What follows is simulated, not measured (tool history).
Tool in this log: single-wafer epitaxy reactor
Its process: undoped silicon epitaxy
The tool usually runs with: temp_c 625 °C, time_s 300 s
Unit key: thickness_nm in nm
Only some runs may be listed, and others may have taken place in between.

run,day,temp_c,time_s,"read-back reference wafer on the same gauge, thickness_nm",thickness_nm
1,0,625,300,32.895,29.559
2,4.479,625,300,32.927,29.572
3,7.325,625,300,32.893,29.298
4,10.312,625,300,32.906,29.288
5,12.696,625,300,32.915,29.212
6,14.383,621,300,32.913,26.926
7,17.412,621,335,32.89,29.883
8,19.604,621,335,32.908,30.178
# day 23.812: pyrometer calibrated
9,25.912,629,300,32.866,36.551
10,29.446,625,300,32.913,33.557
11,33.138,625,300,32.902,32.991
12,35.267,617,323,32.898,30.632
# day 37.438: pyrometer calibrated, repeated, since the last time left the tool worse
13,38.925,625,325,32.876,33.533
14,40.858,625,300,32.906,30.896
# day 40.921: gauge calibrated
15,42.771,625,351,32.904,35.902
16,44.358,625,334,32.951,34.168
17,47.338,625,300,32.893,30.537
18,51.604,625,344,32.856,34.908

Run 19 is up next; what results do you expect?
19,55.088,625,300,?,?

{"run 19": {"read-back reference wafer on the same gauge, thickness_nm": 32.894, "thickness_nm": 30.351}}
Take away the tool's hidden state, keep the run-to-run variation as it was, and the same run would have given thickness_nm 30.864 nm.
